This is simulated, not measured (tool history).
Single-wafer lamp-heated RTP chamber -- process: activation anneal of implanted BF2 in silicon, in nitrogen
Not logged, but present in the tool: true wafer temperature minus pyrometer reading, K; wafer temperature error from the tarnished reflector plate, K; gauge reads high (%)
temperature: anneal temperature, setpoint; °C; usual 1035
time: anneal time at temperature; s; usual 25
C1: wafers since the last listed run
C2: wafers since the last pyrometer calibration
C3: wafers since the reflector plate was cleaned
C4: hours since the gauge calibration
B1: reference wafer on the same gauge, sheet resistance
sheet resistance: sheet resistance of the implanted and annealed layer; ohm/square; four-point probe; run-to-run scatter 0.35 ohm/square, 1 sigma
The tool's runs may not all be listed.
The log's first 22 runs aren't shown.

{"run": 23, "hour": 282.6, "temperature": 1059, "time": 16, "C1": 123, "C2": 175, "C3": 744, "C4": 196, "B1": 219, "sheet resistance": 234.77}
{"run": 24, "hour": 289.6, "temperature": 1052, "time": 14, "C1": 53, "C2": 229, "C3": 798, "C4": 203, "B1": 218.94, "sheet resistance": 236.02}
{"run": 25, "hour": 296.2, "temperature": 1047, "time": 25, "C1": 50, "C2": 279, "C3": 849, "C4": 209.6, "B1": 218.99, "sheet resistance": 232.83}
{"run": 26, "hour": 305.6, "temperature": 1035, "time": 13, "C1": 72, "C2": 352, "C3": 921, "C4": 219, "B1": 219.01, "sheet resistance": 240.35}
{"run": 27, "hour": 312.7, "temperature": 1012, "time": 10, "C1": 54, "C2": 407, "C3": 976, "C4": 226.1, "B1": 219, "sheet resistance": 249.25}
{"hour": 316.8, "done": "gauge calibrated"}
{"run": 28, "hour": 324.8, "temperature": 1015, "time": 10, "C1": 93, "C2": 500, "C3": 1069, "C4": 8, "B1": 219.01, "sheet resistance": 247.25}
{"run": 29, "hour": 337.3, "temperature": 1047, "time": 19, "C1": 96, "C2": 596, "C3": 1165, "C4": 20.5, "B1": 218.95, "sheet resistance": 234.47}
{"run": 30, "hour": 348.8, "temperature": 1035, "time": 25, "C1": 88, "C2": 684, "C3": 1254, "C4": 32, "B1": 218.99, "sheet resistance": 235.13}
{"run": 31, "hour": 356.5, "temperature": 1035, "time": 25, "C1": 59, "C2": 744, "C3": 1313, "C4": 39.7, "B1": 218.97, "sheet resistance": 235.44}
{"run": 32, "hour": 369.9, "temperature": 1035, "time": 25, "C1": 103, "C2": 847, "C3": 1416, "C4": 53.1, "B1": 219.04, "sheet resistance": 234.89}
{"run": 33, "hour": 379.0, "temperature": 1035, "time": 25, "C1": 70, "C2": 917, "C3": 1486, "C4": 62.2, "B1": 219.05, "sheet resistance": 234.63}
{"run": 34, "hour": 387.1, "temperature": 1017, "time": 33, "C1": 62, "C2": 979, "C3": 1548, "C4": 70.3, "B1": 218.99, "sheet resistance": 236.69}
{"run": 35, "hour": 394.5, "temperature": 1050, "time": 25, "C1": 56, "C2": 1036, "C3": 1605, "C4": 77.7, "B1": 219.05, "sheet resistance": 232.17}
{"run": 36, "hour": 401.5, "temperature": 1015, "time": 30, "C1": 53, "C2": 1090, "C3": 1659, "C4": 84.7, "B1": 219, "sheet resistance": 238.19}
{"run": 37, "hour": 417.6, "temperature": 1018, "time": 12, "C1": 123, "C2": 1214, "C3": 1783, "C4": 100.8, "B1": 218.96, "sheet resistance": 244.81}
{"run": 38, "hour": 424.9, "temperature": 1051, "time": 10, "C1": 56, "C2": 1270, "C3": 1839, "C4": 108.1, "B1": 218.97, "sheet resistance": 238.73}

What if the next run were any one of these 3? Each begins from the tool's condition after run 38:
{"run": "A", "hour": 425.3, "temperature": 1035, "time": 25, "C1": 3, "C2": 1273, "C3": 1843, "C4": 108.5, "B1": "?", "sheet resistance": "?"}
{"run": "B", "hour": 425.3, "temperature": 1054, "time": 25, "C1": 3, "C2": 1273, "C3": 1843, "C4": 108.5, "B1": "?", "sheet resistance": "?"}
{"run": "C", "hour": 425.3, "temperature": 1064, "time": 20, "C1": 3, "C2": 1273, "C3": 1843, "C4": 108.5, "B1": "?", "sheet resistance": "?"}

run=A B1=219.02 sheet_resistance=235.28
run=B B1=219.02 sheet_resistance=231.91
run=C B1=219.02 sheet_resistance=232.21
Without the tool's unlogged condition, the same runs would have read:
run=A sheet_resistance=236.55
run=B sheet_resistance=232.77
run=C sheet_resistance=232.92
